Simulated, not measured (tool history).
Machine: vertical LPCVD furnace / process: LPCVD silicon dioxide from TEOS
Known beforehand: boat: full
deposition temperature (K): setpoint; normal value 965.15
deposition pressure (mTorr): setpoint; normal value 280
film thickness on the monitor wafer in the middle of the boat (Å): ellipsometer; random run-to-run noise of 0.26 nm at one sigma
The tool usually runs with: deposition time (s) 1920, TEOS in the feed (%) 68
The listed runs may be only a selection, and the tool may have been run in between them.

run,day,deposition temperature (K),deposition pressure (mTorr),deposition time (s),TEOS in the feed (%),wafers since the last listed run,hours since the last temperature calibration,hours since the pressure gauge was zeroed,hours since the TEOS flow controller was replaced,hours since the gauge calibration,"read-back reference wafer on the same gauge, thickness",film thickness on the monitor wafer in the middle of the boat (Å)
1,0,965.15,280,1920,68,0,1316.1,2636,4713.2,362.5,183.97,1836.1
2,0.475,965.15,280,1920,68,230,1327.5,2647.4,4724.6,373.9,183.9,1835.5
3,1.175,965.15,280,1920,68,340,1344.3,2664.2,4741.4,390.7,184.05,1837.1
4,1.729,973.15,280,2160,68,269,1357.6,2677.5,4754.7,404,184,2489.9
5,2.017,973.15,280,2160,68,139,1364.5,2684.4,4761.6,410.9,183.96,2486.9
6,2.546,973.15,280,2160,68,257,1377.2,2697.1,4774.3,423.6,183.97,2490.6
7,2.875,965.15,280,1920,68,159,1385.1,2705,4782.2,431.5,183.94,1838.7
8,3.188,965.15,280,1920,68,151,1392.6,2712.5,4789.7,439,184.02,1837.1
9,3.783,965.15,280,1350,68,289,1406.9,2726.8,4804,453.3,184.04,1289.7
10,4.258,965.15,280,1350,68,230,1418.3,2738.2,4815.4,464.7,184.08,1289.8
11,4.604,956.15,280,1920,68,168,1426.6,2746.5,4823.7,473,183.97,1482.3
12,4.967,956.15,280,1920,68,176,1435.3,2755.2,4832.4,481.7,183.95,1484.3
# day 5.979: pressure gauge zeroed
13,6,965.15,280,1920,68,16,1460.1,0.5,4857.2,506.5,184.01,1836.4
# day 6.046: gauge calibrated
14,6.358,965.15,345,1290,76,174,1468.7,9.1,4865.8,7.5,183.91,1447.1
# day 7.525: thermocouples replaced and temperature profile calibrated
# day 8.5: TEOS flow controller replaced
15,8.521,970.15,280,1230,68,90,23.9,61,0.5,59.4,184.03,1259.4

The next listed run, before its measurement:
16,8.688,955.15,280,1920,68,80,27.9,65,4.5,63.4,?,?

Logged for run 16: read-back reference wafer on the same gauge, thickness 183.93, film thickness on the monitor wafer in the middle of the boat (Å) 1375.6.
On a tool with no hidden condition, and with the same random variation, this run would have come out at film thickness on the monitor wafer in the middle of the boat (Å) 1364.8.

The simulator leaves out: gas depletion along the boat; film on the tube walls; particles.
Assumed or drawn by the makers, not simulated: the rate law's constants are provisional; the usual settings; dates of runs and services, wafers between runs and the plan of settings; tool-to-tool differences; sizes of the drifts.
